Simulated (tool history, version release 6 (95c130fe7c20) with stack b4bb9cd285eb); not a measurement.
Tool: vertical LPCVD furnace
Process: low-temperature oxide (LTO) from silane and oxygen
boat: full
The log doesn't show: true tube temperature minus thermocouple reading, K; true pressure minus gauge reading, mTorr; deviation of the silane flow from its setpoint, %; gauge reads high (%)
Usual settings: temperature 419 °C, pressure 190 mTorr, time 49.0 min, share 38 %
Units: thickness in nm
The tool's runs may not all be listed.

| run | day | temperature | pressure | time | share | wafers since the last listed run | hours since the last temperature calibration | hours since the pressure gauge was zeroed | hours since the silane flow controller was replaced | hours since the gauge calibration | read-back reference wafer on the same gauge, thickness | thickness |
|---|---|---|---|---|---|---|---|---|---|---|---|---|
| 1 | 0.000 | 419 | 225 | 49.0 | 38 | 0 | 2678.7 | 4561.6 | 2928.7 | 422.2 | 498.93 | 588.80 |
| 2 | 1.488 | 419 | 190 | 49.0 | 38 | 396 | 2714.4 | 4597.3 | 2964.4 | 457.9 | 498.99 | 497.32 |
|  | 2.683 | gauge calibrated |
| 3 | 2.812 | 419 | 190 | 49.0 | 38 | 353 | 2746.2 | 4629.1 | 2996.2 | 3.1 | 499.08 | 496.49 |
| 4 | 3.996 | 419 | 190 | 49.0 | 38 | 315 | 2774.6 | 4657.5 | 3024.6 | 31.5 | 499.12 | 497.46 |
| 5 | 5.079 | 419 | 190 | 49.0 | 38 | 288 | 2800.6 | 4683.5 | 3050.6 | 57.5 | 499.21 | 496.61 |
| 6 | 5.946 | 419 | 190 | 49.0 | 38 | 230 | 2821.4 | 4704.3 | 3071.4 | 78.3 | 498.91 | 498.55 |
| 7 | 7.412 | 428 | 190 | 49.0 | 38 | 390 | 2856.6 | 4739.5 | 3106.6 | 113.5 | 498.99 | 544.39 |
| 8 | 8.679 | 428 | 190 | 49.0 | 38 | 337 | 2887.0 | 4769.9 | 3137.0 | 143.9 | 499.10 | 544.94 |
| 9 | 10.017 | 422 | 190 | 49.0 | 38 | 356 | 2919.1 | 4802.0 | 3169.1 | 176.0 | 498.94 | 512.77 |
| 10 | 11.083 | 422 | 190 | 49.0 | 38 | 284 | 2944.7 | 4827.6 | 3194.7 | 201.6 | 499.09 | 513.30 |
| 11 | 11.725 | 422 | 190 | 49.0 | 38 | 170 | 2960.1 | 4843.0 | 3210.1 | 217.0 | 499.05 | 514.25 |
| 12 | 13.046 | 419 | 190 | 49.0 | 34 | 351 | 2991.8 | 4874.7 | 3241.8 | 248.7 | 499.00 | 433.65 |
| 13 | 13.558 | 419 | 190 | 49.0 | 34 | 136 | 3004.1 | 4887.0 | 3254.1 | 261.0 | 499.05 | 434.07 |
| 14 | 14.471 | 419 | 190 | 49.0 | 38 | 243 | 3026.0 | 4908.9 | 3276.0 | 282.9 | 499.01 | 496.14 |
| 15 | 15.271 | 427 | 190 | 33.0 | 38 | 213 | 3045.2 | 4928.1 | 3295.2 | 302.1 | 499.14 | 363.63 |
| 16 | 16.583 | 412 | 205 | 61.0 | 43 | 349 | 3076.7 | 4959.6 | 3326.7 | 333.6 | 499.07 | 712.62 |
|  | 17.738 | pressure gauge zeroed |
| 17 | 17.758 | 416 | 190 | 34.5 | 38 | 46 | 3104.9 | 0.5 | 3354.9 | 361.8 | 499.07 | 340.11 |
| 18 | 18.571 | 430 | 190 | 49.0 | 38 | 216 | 3124.4 | 20.0 | 3374.4 | 381.3 | 498.99 | 555.10 |

Run 19 comes next. What will it give?
|  | 20.092 | thermocouples replaced and temperature profile calibrated |
| 19 | 20.112 | 419 | 190 | 49.0 | 38 | 144 | 0.5 | 57.0 | 3411.4 | 418.3 | ? | ? |

Run 19 gave read-back reference wafer on the same gauge, thickness 499.05, thickness 479.32 nm.
Without the tool's hidden state the same run would have given thickness 478.31 nm.
